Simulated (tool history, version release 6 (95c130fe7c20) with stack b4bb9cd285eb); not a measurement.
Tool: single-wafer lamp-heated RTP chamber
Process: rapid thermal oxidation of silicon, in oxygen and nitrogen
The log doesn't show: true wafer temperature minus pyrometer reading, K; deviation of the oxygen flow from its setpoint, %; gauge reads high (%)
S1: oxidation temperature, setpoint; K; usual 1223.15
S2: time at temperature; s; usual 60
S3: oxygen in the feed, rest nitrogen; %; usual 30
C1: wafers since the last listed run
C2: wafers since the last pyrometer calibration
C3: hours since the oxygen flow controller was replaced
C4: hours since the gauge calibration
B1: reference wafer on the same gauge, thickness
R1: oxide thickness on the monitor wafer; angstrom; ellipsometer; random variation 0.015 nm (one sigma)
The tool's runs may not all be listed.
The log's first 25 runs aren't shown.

run,day,S1,S2,S3,C1,C2,C3,C4,B1,R1
26,91.492,1223.15,30,30,767,769,6178.3,783.8,3.26,26.87
27,93.267,1223.15,60,30,199,969,6220.9,826.4,3.243,32.06
# day 93.95: oxygen flow controller replaced
28,96.496,1233.15,48,59,326,1295,61.1,903.9,3.258,37.01
29,99.771,1223.15,60,30,368,1664,139.7,982.5,3.262,32.49
30,103.342,1223.15,60,30,402,2066,225.4,1068.2,3.263,31.9
31,107.638,1214.15,42,45,483,2550,328.5,1171.3,3.274,30.46
32,111.208,1223.15,34,17,402,2952,414.2,1257,3.279,25.94
33,115.308,1223.15,74,50,461,3413,512.6,1355.4,3.281,39.14
34,120.8,1223.15,60,30,618,4032,644.4,1487.2,3.297,32.38
35,123.979,1232.15,60,42,358,4390,720.7,1563.5,3.292,36.81
36,125.583,1223.15,60,30,180,4571,759.2,1602,3.289,32.57
37,127.767,1223.15,84,41,245,4816,811.6,1654.4,3.297,39.04

Forecast each of these 5 alternatives for the next run:
A,127.788,1223.15,60,30,2,4819,812.1,1654.9,?,?
B,127.788,1210.15,85,20,2,4819,812.1,1654.9,?,?
C,127.788,1251.15,60,30,2,4819,812.1,1654.9,?,?
D,127.788,1223.15,33,17,2,4819,812.1,1654.9,?,?
E,127.788,1194.15,49,17,2,4819,812.1,1654.9,?,?

run,B1,R1
A,3.295,32.45
B,3.295,31.35
C,3.295,37.56
D,3.295,26.03
E,3.295,26.11
Without the tool's hidden state the same runs would have given:
run,R1
A,31.6
B,30.53
C,36.58
D,25.35
E,25.43
